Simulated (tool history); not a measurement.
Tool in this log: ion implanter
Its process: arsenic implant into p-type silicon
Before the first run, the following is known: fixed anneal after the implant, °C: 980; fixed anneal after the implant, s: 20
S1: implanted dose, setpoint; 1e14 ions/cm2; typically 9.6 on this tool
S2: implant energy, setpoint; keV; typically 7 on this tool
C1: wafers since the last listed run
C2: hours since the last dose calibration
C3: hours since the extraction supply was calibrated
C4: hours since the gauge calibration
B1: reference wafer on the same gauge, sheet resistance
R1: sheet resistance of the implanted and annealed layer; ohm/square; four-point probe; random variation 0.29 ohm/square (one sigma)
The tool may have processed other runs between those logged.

run,day,S1,S2,C1,C2,C3,C4,B1,R1
1,0,11.7,5.5,0,1513.8,3784.5,78,203.24,194.31
2,1.742,7.77,7,1684,1555.6,3826.3,119.8,203.41,207.42
3,2.358,7.77,7,596,1570.4,3841.1,134.6,203.58,207.23
4,3.104,7.77,7,721,1588.3,3859,152.5,203.77,206.81
5,3.358,9.6,7,245,1594.4,3865.1,158.6,203.68,194.9
6,3.888,9.6,7,511,1607.1,3877.8,171.3,203.85,195.08
7,4.3,9.6,7,399,1617,3887.7,181.2,203.86,195.01
8,4.85,9.6,7,532,1630.2,3900.9,194.4,203.84,194.24
9,5.329,9.6,7,463,1641.7,3912.4,205.9,203.97,195.2
10,5.983,9.6,7,632,1657.4,3928.1,221.6,204.1,194.39
11,6.404,9.6,7,407,1667.5,3938.2,231.7,204.02,195.73
12,7.108,9.6,7,681,1684.4,3955.1,248.6,204.14,195.26
13,7.642,9.6,7,515,1697.2,3967.9,261.4,204.17,195.16
14,8.054,9.6,7,399,1707.1,3977.8,271.3,204.16,194.83
15,8.475,9.6,7,407,1717.2,3987.9,281.4,204.28,195.54
16,9.025,9.6,7,532,1730.4,4001.1,294.6,204.05,194.6
17,9.4,9.6,7,362,1739.4,4010.1,303.6,204.14,194.57
# day 9.492: gauge calibrated
18,10.096,8.27,7.5,673,1756.1,4026.8,14.5,202.41,198.95
19,10.429,7.29,5.5,322,1764.1,4034.8,22.5,202.64,219.14
# day 10.917: extraction supply calibrated
# day 11.146: Faraday cup replaced and dose calibrated
20,11.167,9.6,7,170,0.5,6,40.2,202.92,193.82
21,11.433,9.6,7,257,6.9,12.4,46.6,203.03,193.68
22,12.425,8.49,5,959,30.7,36.2,70.4,203.34,213.56
23,12.75,9.6,7,314,38.5,44,78.2,203.43,194.73
24,13.362,7.97,8.5,592,53.2,58.7,92.9,203.66,198.77
25,13.767,9.6,7,391,62.9,68.4,102.6,203.68,194.56
26,14.508,11.41,7.5,717,80.7,86.2,120.4,203.8,184.68
27,15.012,8.88,9.5,487,92.8,98.3,132.5,203.89,188.47
28,15.746,11.7,5.5,709,110.4,115.9,150.1,204.06,195.74
29,17.192,8.28,6,1398,145.1,150.6,184.8,204.18,209.16
30,17.508,10.49,8.5,306,152.7,158.2,192.4,204.14,183.75
31,17.875,11.73,6.5,354,161.5,167,201.2,204.41,189.29
32,18.283,9.6,7,395,171.3,176.8,211,204.24,195.38
33,18.562,9.6,9.5,270,178,183.5,217.7,204.27,184.28
34,18.971,7.15,7,395,187.8,193.3,227.5,204.23,214.13
35,19.408,7.47,8.5,423,198.3,203.8,238,204.43,204.06
36,20.846,9.6,7,1390,232.8,238.3,272.5,204.34,195.44
37,21.246,7.84,5.5,386,242.4,247.9,282.1,204.45,216.09
38,21.796,9.6,7,532,255.6,261.1,295.3,204.38,195.32

Below are 3 alternative next runs, each starting from the tool's condition after run 38. Predict each:
A,21.812,9.6,7,16,256,261.5,295.7,?,?
B,21.812,12.4,7,16,256,261.5,295.7,?,?
C,21.812,12.07,7,16,256,261.5,295.7,?,?

run,B1,R1
A,204.53,196.19
B,204.53,185.24
C,204.53,186.28
With the hidden condition removed and each run's random variation left untouched, the same runs would have given:
run,R1
A,193.85
B,183.03
C,184.06
